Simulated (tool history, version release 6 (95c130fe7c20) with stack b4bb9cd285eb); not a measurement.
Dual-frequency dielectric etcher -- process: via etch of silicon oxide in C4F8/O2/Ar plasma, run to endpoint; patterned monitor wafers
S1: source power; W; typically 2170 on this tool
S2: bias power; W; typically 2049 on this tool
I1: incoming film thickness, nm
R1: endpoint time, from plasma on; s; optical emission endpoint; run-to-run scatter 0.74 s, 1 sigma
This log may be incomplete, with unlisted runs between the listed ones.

| run | hour | S1 | S2 | I1 | R1 |
|---|---|---|---|---|---|
| 1 | 0 | 2170 | 2049 | 1275.3 | 244.2 |
| 2 | 24.8 | 2170 | 2049 | 1275.2 | 241.9 |
| 3 | 52.9 | 2170 | 2049 | 1271.6 | 242.3 |
| 4 | 69.1 | 2170 | 2049 | 1273.8 | 242.1 |
| 5 | 115.6 | 2170 | 2049 | 1270.3 | 239.7 |
| 6 | 134.9 | 2170 | 2049 | 1286 | 241.9 |
| 7 | 165.7 | 2030 | 2049 | 1283.1 | 249.1 |
| 8 | 186.5 | 2170 | 1698 | 1274.4 | 261.4 |
| 9 | 200.3 | 2170 | 1698 | 1273.2 | 262.1 |
| 10 | 222.8 | 2170 | 1895 | 1281.8 | 250 |
|  | 228.9 | bias power generator calibrated |
|  | 233.8 | source power generator calibrated |
| 11 | 246.1 | 2510 | 2417 | 1276.9 | 210.4 |
|  | 279.8 | wet clean of the chamber |
| 12 | 280.3 | 2170 | 1721 | 1269.2 | 268.8 |
| 13 | 297.3 | 2630 | 2308 | 1267.2 | 215.3 |
| 14 | 330.5 | 1820 | 2049 | 1272.6 | 265.1 |
|  | 409.4 | upper electrode replaced |
| 15 | 411.1 | 2170 | 2049 | 1269.8 | 244.7 |
| 16 | 430.6 | 2170 | 2049 | 1282.8 | 248.7 |
| 17 | 465.7 | 2170 | 2049 | 1276.3 | 244.9 |
| 18 | 489.6 | 1940 | 2049 | 1258.5 | 253.7 |
| 19 | 509.9 | 2700 | 2499 | 1272.6 | 205.7 |
| 20 | 537.5 | 2670 | 2557 | 1279.4 | 203.4 |
| 21 | 555.3 | 1720 | 1797 | 1283.9 | 288 |

Had the tool no unlogged condition, and each run kept its random variation, what would the results have been?
The hidden state here: etch rate over this chamber's usual, %; source power that arrives over what is set, %; bias power that arrives over what is set, %.
| run | R1 |
|---|---|
| 1 | 249 |
| 2 | 247 |
| 3 | 247.7 |
| 4 | 247.7 |
| 5 | 245.8 |
| 6 | 248.3 |
| 7 | 256 |
| 8 | 269 |
| 9 | 269.8 |
| 10 | 257.7 |
| 11 | 217.1 |
| 12 | 268 |
| 13 | 214.8 |
| 14 | 265 |
| 15 | 245.5 |
| 16 | 249.8 |
| 17 | 246.4 |
| 18 | 255.6 |
| 19 | 207.5 |
| 20 | 205.4 |
| 21 | 291.2 |
